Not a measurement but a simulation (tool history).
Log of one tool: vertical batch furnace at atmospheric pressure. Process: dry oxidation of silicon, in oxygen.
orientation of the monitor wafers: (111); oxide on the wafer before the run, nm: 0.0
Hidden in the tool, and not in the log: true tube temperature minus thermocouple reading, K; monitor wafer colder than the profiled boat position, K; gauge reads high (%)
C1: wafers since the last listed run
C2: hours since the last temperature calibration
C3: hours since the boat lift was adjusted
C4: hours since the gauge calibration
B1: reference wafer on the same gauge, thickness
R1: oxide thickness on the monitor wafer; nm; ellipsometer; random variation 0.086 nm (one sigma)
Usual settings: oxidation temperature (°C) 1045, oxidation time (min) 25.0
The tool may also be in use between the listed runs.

Run 1, hour 0.0: usual settings but oxidation time (min) 30.5; C1 0; C2 1743.5; C3 5432.3; C4 16.4; B1 48.93. Result: R1 67.04 nm.
Run 2, hour 85.5: usual settings but oxidation time (min) 30.5; C1 1352; C2 1829.0; C3 5517.8; C4 101.9; B1 48.92. Result: R1 67.26 nm.
At hour 128.0: thermocouples replaced and temperature profile calibrated.
Run 3, hour 128.5: usual settings but oxidation time (min) 30.5; C1 300; C2 0.5; C3 5560.8; C4 144.9; B1 48.91. Result: R1 65.51 nm.
Run 4, hour 139.6: usual settings; C1 175; C2 11.6; C3 5571.9; C4 156.0; B1 48.87. Result: R1 57.50 nm.
Run 5, hour 156.9: usual settings; C1 273; C2 28.9; C3 5589.2; C4 173.3; B1 48.89. Result: R1 57.53 nm.
Run 6, hour 184.7: usual settings; C1 439; C2 56.7; C3 5617.0; C4 201.1; B1 48.90. Result: R1 57.55 nm.
At hour 225.1: boat lift adjusted.
Run 7, hour 225.6: usual settings; C1 267; C2 97.6; C3 0.5; C4 242.0; B1 48.92. Result: R1 57.83 nm.
Run 8, hour 229.5: usual settings; C1 61; C2 101.5; C3 4.4; C4 245.9; B1 48.92. Result: R1 57.71 nm.
Run 9, hour 247.4: usual settings; C1 283; C2 119.4; C3 22.3; C4 263.8; B1 48.90. Result: R1 57.76 nm.
Run 10, hour 270.1: usual settings but oxidation temperature (°C) 1027; C1 358; C2 142.1; C3 45.0; C4 286.5; B1 48.87. Result: R1 51.79 nm.
At hour 284.4: gauge calibrated.
Run 11, hour 294.9: usual settings but oxidation temperature (°C) 1058, oxidation time (min) 16.0; C1 392; C2 166.9; C3 69.8; C4 10.5; B1 48.93. Result: R1 47.17 nm.
Run 12, hour 317.4: usual settings but oxidation temperature (°C) 1021, oxidation time (min) 34.5; C1 355; C2 189.4; C3 92.3; C4 33.0; B1 48.91. Result: R1 61.46 nm.
Run 13, hour 343.2: usual settings but oxidation temperature (°C) 1025, oxidation time (min) 13.5; C1 407; C2 215.2; C3 118.1; C4 58.8; B1 48.91. Result: R1 34.34 nm.
Run 14, hour 367.4: usual settings but oxidation temperature (°C) 1028, oxidation time (min) 33.5; C1 382; C2 239.4; C3 142.3; C4 83.0; B1 48.89. Result: R1 63.21 nm.
Run 15, hour 396.3: usual settings but oxidation temperature (°C) 1053, oxidation time (min) 32.0; C1 457; C2 268.3; C3 171.2; C4 111.9; B1 48.87. Result: R1 71.41 nm.
Run 16, hour 421.9: usual settings; C1 404; C2 293.9; C3 196.8; C4 137.5; B1 48.89. Result: R1 58.20 nm.

Forecast each of these 4 alternatives for the next run:
Run A, hour 425.9: usual settings but oxidation time (min) 33.5; C1 63; C2 297.9; C3 200.8; C4 141.5; B1 ?. Result: R1 ?.
Run B, hour 425.9: usual settings but oxidation temperature (°C) 1062, oxidation time (min) 19.0; C1 63; C2 297.9; C3 200.8; C4 141.5; B1 ?. Result: R1 ?.
Run C, hour 425.9: usual settings but oxidation time (min) 36.5; C1 63; C2 297.9; C3 200.8; C4 141.5; B1 ?. Result: R1 ?.
Run D, hour 425.9: usual settings but oxidation temperature (°C) 1029, oxidation time (min) 15.5; C1 63; C2 297.9; C3 200.8; C4 141.5; B1 ?. Result: R1 ?.

run     B1     R1
  A  48.89  70.33
  B  48.89  54.29
  C  48.89  74.35
  D  48.89  38.63
Without the tool's hidden state the same runs would have given:
run     R1
  A  69.23
  B  53.35
  C  73.18
  D  37.96
